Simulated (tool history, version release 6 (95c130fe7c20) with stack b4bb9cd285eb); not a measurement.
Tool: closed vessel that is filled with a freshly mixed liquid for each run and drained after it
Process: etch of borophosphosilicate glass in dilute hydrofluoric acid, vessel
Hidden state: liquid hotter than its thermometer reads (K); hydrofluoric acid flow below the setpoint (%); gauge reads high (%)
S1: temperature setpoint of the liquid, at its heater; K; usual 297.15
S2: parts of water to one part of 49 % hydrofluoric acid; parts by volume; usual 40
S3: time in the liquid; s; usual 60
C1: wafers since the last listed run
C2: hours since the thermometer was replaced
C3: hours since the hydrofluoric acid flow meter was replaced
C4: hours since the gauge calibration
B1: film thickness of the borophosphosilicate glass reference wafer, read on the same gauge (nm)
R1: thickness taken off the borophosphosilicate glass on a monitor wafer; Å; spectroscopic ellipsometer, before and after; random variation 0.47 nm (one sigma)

| run | day | S1 | S2 | S3 | C1 | C2 | C3 | C4 | B1 | R1 |
|---|---|---|---|---|---|---|---|---|---|---|
| 1 | 0.000 | 295.65 | 40 | 60 | 0 | 1220.5 | 509.2 | 1373.7 | 150.01 | 585.9 |
| 2 | 3.704 | 297.15 | 40 | 60 | 6303 | 1309.4 | 598.1 | 1462.6 | 149.97 | 621.7 |
| 3 | 5.950 | 297.15 | 40 | 60 | 3822 | 1363.3 | 652.0 | 1516.5 | 150.01 | 610.6 |
| 4 | 8.471 | 297.15 | 40 | 60 | 4290 | 1423.8 | 712.5 | 1577.0 | 149.97 | 617.6 |
| 5 | 10.017 | 297.15 | 40 | 60 | 2630 | 1460.9 | 749.6 | 1614.1 | 150.01 | 612.7 |
| 6 | 12.317 | 297.15 | 40 | 60 | 3914 | 1516.1 | 804.8 | 1669.3 | 149.99 | 606.6 |
| 7 | 16.275 | 297.15 | 40 | 60 | 6736 | 1611.1 | 899.8 | 1764.3 | 150.03 | 601.3 |
|  | 16.721 | gauge calibrated |
| 8 | 18.838 | 296.15 | 40 | 60 | 4361 | 1672.6 | 961.3 | 50.8 | 149.98 | 574.1 |
| 9 | 21.192 | 296.15 | 40 | 60 | 4006 | 1729.1 | 1017.8 | 107.3 | 150.04 | 571.9 |
| 10 | 22.921 | 297.15 | 40 | 70 | 2942 | 1770.6 | 1059.3 | 148.8 | 150.01 | 691.2 |
| 11 | 28.600 | 297.15 | 50 | 60 | 9665 | 1906.9 | 1195.6 | 285.1 | 150.03 | 460.7 |
| 12 | 32.258 | 297.15 | 40 | 60 | 6225 | 1994.7 | 1283.4 | 372.9 | 150.00 | 578.8 |
|  | 34.817 | hydrofluoric acid flow meter replaced |
| 13 | 36.142 | 297.15 | 40 | 35 | 6537 | 2087.9 | 31.8 | 466.1 | 150.00 | 377.4 |
| 14 | 38.004 | 299.65 | 60 | 60 | 3169 | 2132.6 | 76.5 | 510.8 | 149.99 | 467.6 |
| 15 | 40.250 | 297.15 | 55 | 50 | 3822 | 2186.5 | 130.4 | 564.7 | 150.02 | 380.3 |
| 16 | 43.100 | 297.15 | 25 | 85 | 4850 | 2254.9 | 198.8 | 633.1 | 150.01 | 1492.1 |
| 17 | 46.308 | 297.15 | 40 | 60 | 5460 | 2331.9 | 275.8 | 710.1 | 150.01 | 632.6 |
| 18 | 48.471 | 292.15 | 40 | 70 | 3680 | 2383.8 | 327.7 | 762.0 | 150.00 | 597.8 |
| 19 | 50.483 | 297.15 | 40 | 60 | 3424 | 2432.1 | 376.0 | 810.3 | 149.99 | 635.3 |
|  | 50.571 | thermometer replaced |
| 20 | 52.712 | 297.15 | 30 | 35 | 3722 | 51.4 | 429.5 | 863.8 | 150.03 | 493.8 |
| 21 | 55.250 | 297.15 | 55 | 50 | 4318 | 112.3 | 490.4 | 924.7 | 150.00 | 371.9 |
| 22 | 58.150 | 297.15 | 40 | 60 | 4935 | 181.9 | 560.0 | 994.3 | 150.02 | 630.8 |
| 23 | 60.112 | 294.65 | 55 | 35 | 3339 | 229.0 | 607.1 | 1041.4 | 150.00 | 233.2 |
| 24 | 62.838 | 297.15 | 55 | 30 | 4637 | 294.4 | 672.5 | 1106.8 | 149.96 | 220.0 |
| 25 | 64.833 | 294.65 | 40 | 60 | 3396 | 342.3 | 720.4 | 1154.7 | 150.00 | 551.9 |
| 26 | 67.075 | 300.65 | 30 | 70 | 3814 | 396.1 | 774.2 | 1208.5 | 149.97 | 1102.0 |
| 27 | 69.692 | 297.15 | 50 | 60 | 4453 | 458.9 | 837.0 | 1271.3 | 150.00 | 484.1 |
| 28 | 71.375 | 299.15 | 40 | 60 | 2864 | 499.3 | 877.4 | 1311.7 | 150.00 | 665.1 |
| 29 | 74.325 | 297.15 | 40 | 60 | 5020 | 570.1 | 948.2 | 1382.5 | 149.99 | 604.8 |
|  | 77.021 | gauge calibrated |
| 30 | 78.504 | 292.65 | 40 | 60 | 7112 | 670.4 | 1048.5 | 35.6 | 150.00 | 497.7 |
| 31 | 81.254 | 299.15 | 20 | 90 | 4680 | 736.4 | 1114.5 | 101.6 | 150.00 | 2015.6 |
| 32 | 84.054 | 299.15 | 30 | 85 | 4765 | 803.6 | 1181.7 | 168.8 | 150.00 | 1238.1 |
| 33 | 88.054 | 294.65 | 55 | 35 | 6807 | 899.6 | 1277.7 | 264.8 | 149.99 | 222.3 |

What the log doesn't show, run by run:
liquid hotter than its thermometer reads (K): 0 in every run
gauge reads high (%): 0 in every run
H1: hydrofluoric acid flow below the setpoint (%)
| run | H1 |
|---|---|
| 1 | 4.84 |
| 2 | 5.46 |
| 3 | 5.83 |
| 4 | 6.26 |
| 5 | 6.52 |
| 6 | 6.9 |
| 7 | 7.56 |
| 8 | 7.99 |
| 9 | 8.39 |
| 10 | 8.68 |
| 11 | 9.63 |
| 12 | 10.2 |
| 13 | 0.565 |
| 14 | 0.877 |
| 15 | 1.25 |
| 16 | 1.73 |
| 17 | 2.27 |
| 18 | 2.63 |
| 19 | 2.97 |
| 20 | 3.34 |
| 21 | 3.77 |
| 22 | 4.25 |
| 23 | 4.58 |
| 24 | 5.04 |
| 25 | 5.38 |
| 26 | 5.75 |
| 27 | 6.19 |
| 28 | 6.47 |
| 29 | 6.97 |
| 30 | 7.67 |
| 31 | 8.13 |
| 32 | 8.6 |
| 33 | 9.27 |
